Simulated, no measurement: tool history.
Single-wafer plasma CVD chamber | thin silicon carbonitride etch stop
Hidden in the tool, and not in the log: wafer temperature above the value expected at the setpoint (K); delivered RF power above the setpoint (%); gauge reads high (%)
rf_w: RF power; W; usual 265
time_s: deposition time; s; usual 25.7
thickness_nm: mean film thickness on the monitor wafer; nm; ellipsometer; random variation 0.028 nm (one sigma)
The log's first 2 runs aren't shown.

run	day	rf_w	time_s	wafers since the last listed run	hours since the last thermocouple change	hours since the last RF generator calibration	hours since the showerhead was replaced	hours since the gauge calibration	read-back reference wafer on the same gauge, thickness_nm	thickness_nm
3	0.988	265	25.7	318	2104.2	1169.2	4071.7	317.2	17.889	15.599
4	1.979	265	25.7	671	2128.0	1193.0	4095.5	341.0	17.914	15.660
5	2.729	265	22.1	507	2146.0	1211.0	4113.5	359.0	17.901	13.384
6	3.458	265	22.1	493	2163.5	1228.5	4131.0	376.5	17.900	13.466
7	4.725	265	22.1	857	2193.9	1258.9	4161.4	406.9	17.901	13.425
8	5.154	265	25.7	290	2204.2	1269.2	4171.7	417.2	17.906	15.564
9	5.712	265	25.7	377	2217.6	1282.6	4185.1	430.6	17.903	15.586
10	6.404	265	24.3	468	2234.2	1299.2	4201.7	447.2	17.905	14.752
11	6.762	265	24.3	242	2242.8	1307.8	4210.3	455.8	17.909	14.701
12	7.062	265	26.8	203	2250.0	1315.0	4217.5	463.0	17.897	16.284
13	7.729	265	26.8	451	2266.0	1331.0	4233.5	479.0	17.895	16.192
14	8.354	265	25.7	422	2281.0	1346.0	4248.5	494.0	17.894	15.544
15	9.021	280	25.7	451	2297.0	1362.0	4264.5	510.0	17.902	15.789
16	9.508	280	25.7	329	2308.7	1373.7	4276.2	521.7	17.896	15.796
17	10.212	265	27.2	476	2325.6	1390.6	4293.1	538.6	17.903	16.410
18	10.892	250	25.7	459	2341.9	1406.9	4309.4	554.9	17.902	15.270
19	11.300	265	25.7	276	2351.7	1416.7	4319.2	564.7	17.902	15.555

Forecast run 20:
20	11.962	265	25.7	448	2367.6	1432.6	4335.1	580.6	?	?

Run 20 gave read-back reference wafer on the same gauge, thickness_nm 17.897, thickness_nm 15.526 nm.
Without the tool's hidden state the same run would have given thickness_nm 15.859 nm.
